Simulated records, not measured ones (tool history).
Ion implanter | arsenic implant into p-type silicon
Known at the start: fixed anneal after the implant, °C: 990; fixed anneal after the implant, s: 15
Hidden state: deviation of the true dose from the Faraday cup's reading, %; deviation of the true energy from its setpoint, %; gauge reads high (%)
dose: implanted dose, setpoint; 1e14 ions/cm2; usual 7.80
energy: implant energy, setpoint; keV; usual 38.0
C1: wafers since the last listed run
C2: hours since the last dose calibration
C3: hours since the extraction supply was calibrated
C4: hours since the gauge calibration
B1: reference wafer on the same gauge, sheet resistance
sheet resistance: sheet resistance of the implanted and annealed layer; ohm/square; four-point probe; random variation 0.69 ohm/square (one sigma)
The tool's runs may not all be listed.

Run 1, hour 0.0: usual settings; C1 0; C2 639.5; C3 1937.9; C4 67.0; B1 113.84. Result: sheet resistance 128.32 ohm/square.
Run 2, hour 69.5: usual settings; C1 849; C2 709.0; C3 2007.4; C4 136.5; B1 113.87. Result: sheet resistance 127.47 ohm/square.
Run 3, hour 110.5: usual settings; C1 500; C2 750.0; C3 2048.4; C4 177.5; B1 114.11. Result: sheet resistance 128.81 ohm/square.
Run 4, hour 163.7: usual settings; C1 649; C2 803.2; C3 2101.6; C4 230.7; B1 114.04. Result: sheet resistance 129.04 ohm/square.
Run 5, hour 270.6: usual settings; C1 1305; C2 910.1; C3 2208.5; C4 337.6; B1 114.03. Result: sheet resistance 128.98 ohm/square.
Run 6, hour 313.1: usual settings; C1 519; C2 952.6; C3 2251.0; C4 380.1; B1 114.07. Result: sheet resistance 128.48 ohm/square.
Run 7, hour 397.1: usual settings; C1 1026; C2 1036.6; C3 2335.0; C4 464.1; B1 113.97. Result: sheet resistance 129.25 ohm/square.
Run 8, hour 497.3: usual settings; C1 1224; C2 1136.8; C3 2435.2; C4 564.3; B1 113.97. Result: sheet resistance 129.96 ohm/square.
At hour 587.6: gauge calibrated.
Run 9, hour 603.9: usual settings but energy 31.5 keV; C1 1302; C2 1243.4; C3 2541.8; C4 16.3; B1 114.24. Result: sheet resistance 133.55 ohm/square.
Run 10, hour 667.3: usual settings but dose 9.65 1e14 ions/cm2, energy 43.0 keV; C1 774; C2 1306.8; C3 2605.2; C4 79.7; B1 113.83. Result: sheet resistance 107.41 ohm/square.
At hour 721.5: Faraday cup replaced and dose calibrated.
Run 11, hour 761.8: usual settings but dose 6.47 1e14 ions/cm2, energy 26.0 keV; C1 1056; C2 40.3; C3 2699.7; C4 174.2; B1 114.09. Result: sheet resistance 161.17 ohm/square.
At hour 840.3: extraction supply calibrated.
Run 12, hour 841.3: usual settings but dose 9.76 1e14 ions/cm2, energy 34.0 keV; C1 873; C2 119.8; C3 1.0; C4 253.7; B1 114.15. Result: sheet resistance 114.23 ohm/square.
Run 13, hour 940.8: usual settings but dose 8.81 1e14 ions/cm2, energy 50.0 keV; C1 1215; C2 219.3; C3 100.5; C4 353.2; B1 113.95. Result: sheet resistance 111.63 ohm/square.
Run 14, hour 1016.1: usual settings but energy 31.5 keV; C1 919; C2 294.6; C3 175.8; C4 428.5; B1 114.14. Result: sheet resistance 133.82 ohm/square.
Run 15, hour 1060.4: usual settings but dose 6.21 1e14 ions/cm2, energy 32.5 keV; C1 541; C2 338.9; C3 220.1; C4 472.8; B1 114.16. Result: sheet resistance 157.76 ohm/square.
Run 16, hour 1151.6: usual settings but energy 43.5 keV; C1 1114; C2 430.1; C3 311.3; C4 564.0; B1 113.96. Result: sheet resistance 125.05 ohm/square.
Run 17, hour 1222.6: usual settings but dose 6.80 1e14 ions/cm2, energy 49.0 keV; C1 867; C2 501.1; C3 382.3; C4 635.0; B1 114.09. Result: sheet resistance 136.71 ohm/square.

How the hidden state differs across the entries between the runs, from the last listed run before each to the first after it:
Between runs 8 and 9: gauge calibrated (hour 587.6)
  no hidden state differs between the two runs
Between runs 10 and 11: Faraday cup replaced and dose calibrated (hour 721.5)
  no hidden state differs between the two runs
Between runs 11 and 12: extraction supply calibrated (hour 840.3)
  no hidden state differs between the two runs
